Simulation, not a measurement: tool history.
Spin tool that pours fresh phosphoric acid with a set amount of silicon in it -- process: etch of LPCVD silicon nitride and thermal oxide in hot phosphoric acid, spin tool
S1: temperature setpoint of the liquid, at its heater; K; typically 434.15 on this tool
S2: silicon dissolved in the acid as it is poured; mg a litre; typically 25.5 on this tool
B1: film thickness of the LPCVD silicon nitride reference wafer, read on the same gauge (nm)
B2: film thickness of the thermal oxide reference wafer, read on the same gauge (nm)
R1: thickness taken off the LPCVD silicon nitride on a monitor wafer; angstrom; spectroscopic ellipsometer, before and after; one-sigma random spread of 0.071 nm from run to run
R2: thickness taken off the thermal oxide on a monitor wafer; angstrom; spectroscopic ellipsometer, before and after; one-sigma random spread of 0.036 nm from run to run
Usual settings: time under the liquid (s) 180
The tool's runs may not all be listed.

{"run": 1, "day": 0.0, "S1": 432.65, "S2": 25.5, "time under the liquid (s)": 180, "B1": 140.01, "B2": 39.974, "R1": 127.6, "R2": 2.61}
{"run": 2, "day": 4.171, "S1": 433.15, "S2": 25.5, "time under the liquid (s)": 180, "B1": 140.0, "B2": 39.938, "R1": 128.5, "R2": 1.94}
{"run": 3, "day": 6.467, "S1": 433.15, "S2": 25.5, "time under the liquid (s)": 180, "B1": 140.0, "B2": 40.022, "R1": 127.1, "R2": 2.61}
{"run": 4, "day": 9.404, "S1": 434.15, "S2": 25.5, "time under the liquid (s)": 180, "B1": 139.99, "B2": 39.983, "R1": 132.5, "R2": 2.83}
{"run": 5, "day": 11.992, "S1": 432.65, "S2": 7.0, "time under the liquid (s)": 265, "B1": 139.99, "B2": 40.039, "R1": 185.2, "R2": 5.73}
{"run": 6, "day": 14.392, "S1": 433.15, "S2": 34.0, "time under the liquid (s)": 180, "B1": 139.99, "B2": 39.998, "R1": 127.1, "R2": 1.5}
{"run": 7, "day": 17.604, "S1": 435.15, "S2": 25.5, "time under the liquid (s)": 215, "B1": 140.01, "B2": 40.014, "R1": 162.1, "R2": 3.71}
{"day": 20.35, "done": "heated supply line repaired"}
{"day": 20.562, "done": "dissolved silicon flow meter replaced"}
{"run": 8, "day": 20.771, "S1": 435.65, "S2": 42.0, "time under the liquid (s)": 90, "B1": 139.99, "B2": 40.019, "R1": 74.8, "R2": 0.79}
{"run": 9, "day": 22.821, "S1": 434.15, "S2": 25.5, "time under the liquid (s)": 180, "B1": 140.0, "B2": 39.963, "R1": 142.0, "R2": 2.96}
{"day": 25.167, "done": "thermometer replaced"}
{"run": 10, "day": 25.658, "S1": 434.15, "S2": 10.0, "time under the liquid (s)": 180, "B1": 140.01, "B2": 40.03, "R1": 141.6, "R2": 4.84}
{"run": 11, "day": 28.679, "S1": 434.15, "S2": 40.5, "time under the liquid (s)": 290, "B1": 140.01, "B2": 40.014, "R1": 229.1, "R2": 2.14}
{"run": 12, "day": 31.875, "S1": 434.15, "S2": 25.5, "time under the liquid (s)": 180, "B1": 139.99, "B2": 40.003, "R1": 140.3, "R2": 3.84}
{"run": 13, "day": 34.033, "S1": 434.15, "S2": 25.5, "time under the liquid (s)": 180, "B1": 140.01, "B2": 39.993, "R1": 142.4, "R2": 2.75}
{"run": 14, "day": 36.542, "S1": 434.15, "S2": 44.5, "time under the liquid (s)": 180, "B1": 140.0, "B2": 39.994, "R1": 141.7, "R2": 1.18}
{"run": 15, "day": 38.462, "S1": 435.15, "S2": 10.5, "time under the liquid (s)": 210, "B1": 140.02, "B2": 40.02, "R1": 168.9, "R2": 6.5}
{"run": 16, "day": 40.208, "S1": 431.65, "S2": 33.0, "time under the liquid (s)": 265, "B1": 139.99, "B2": 39.981, "R1": 191.2, "R2": 2.47}
{"run": 17, "day": 44.108, "S1": 434.15, "S2": 25.5, "time under the liquid (s)": 180, "B1": 139.99, "B2": 40.018, "R1": 139.3, "R2": 2.56}
{"run": 18, "day": 47.7, "S1": 434.15, "S2": 25.5, "time under the liquid (s)": 220, "B1": 139.99, "B2": 39.983, "R1": 172.2, "R2": 3.63}
{"run": 19, "day": 51.425, "S1": 434.15, "S2": 25.5, "time under the liquid (s)": 255, "B1": 140.0, "B2": 39.994, "R1": 200.1, "R2": 3.69}
{"run": 20, "day": 55.321, "S1": 434.15, "S2": 16.0, "time under the liquid (s)": 255, "B1": 140.02, "B2": 39.979, "R1": 199.2, "R2": 6.8}
{"run": 21, "day": 57.054, "S1": 437.15, "S2": 25.5, "time under the liquid (s)": 180, "B1": 140.0, "B2": 39.97, "R1": 155.5, "R2": 2.99}
{"run": 22, "day": 59.75, "S1": 432.65, "S2": 45.5, "time under the liquid (s)": 180, "B1": 140.0, "B2": 39.996, "R1": 133.6, "R2": 0.95}

What would each run have given without the hidden state, its run-to-run variation left as it was?
Hidden conditions of the tool in this case: liquid colder than its thermometer reads (K); dissolved silicon flow below the setpoint (%); temperature lost on the way to the wafer (K); gauge reads high (%).
run=1 R1=137.3 R2=3.06
run=2 R1=138.6 R2=2.29
run=3 R1=137.1 R2=3.09
run=4 R1=143.2 R2=3.36
run=5 R1=200.5 R2=6.82
run=6 R1=137.7 R2=1.79
run=7 R1=175.8 R2=4.43
run=8 R1=74.9 R2=0.79
run=9 R1=142.2 R2=2.96
run=10 R1=142.1 R2=4.87
run=11 R1=230.1 R2=2.16
run=12 R1=141.1 R2=3.88
run=13 R1=143.5 R2=2.79
run=14 R1=142.8 R2=1.20
run=15 R1=170.5 R2=6.63
run=16 R1=193.0 R2=2.53
run=17 R1=141.0 R2=2.62
run=18 R1=174.6 R2=3.74
run=19 R1=203.2 R2=3.81
run=20 R1=202.6 R2=7.06
run=21 R1=158.2 R2=3.11
run=22 R1=136.2 R2=0.99
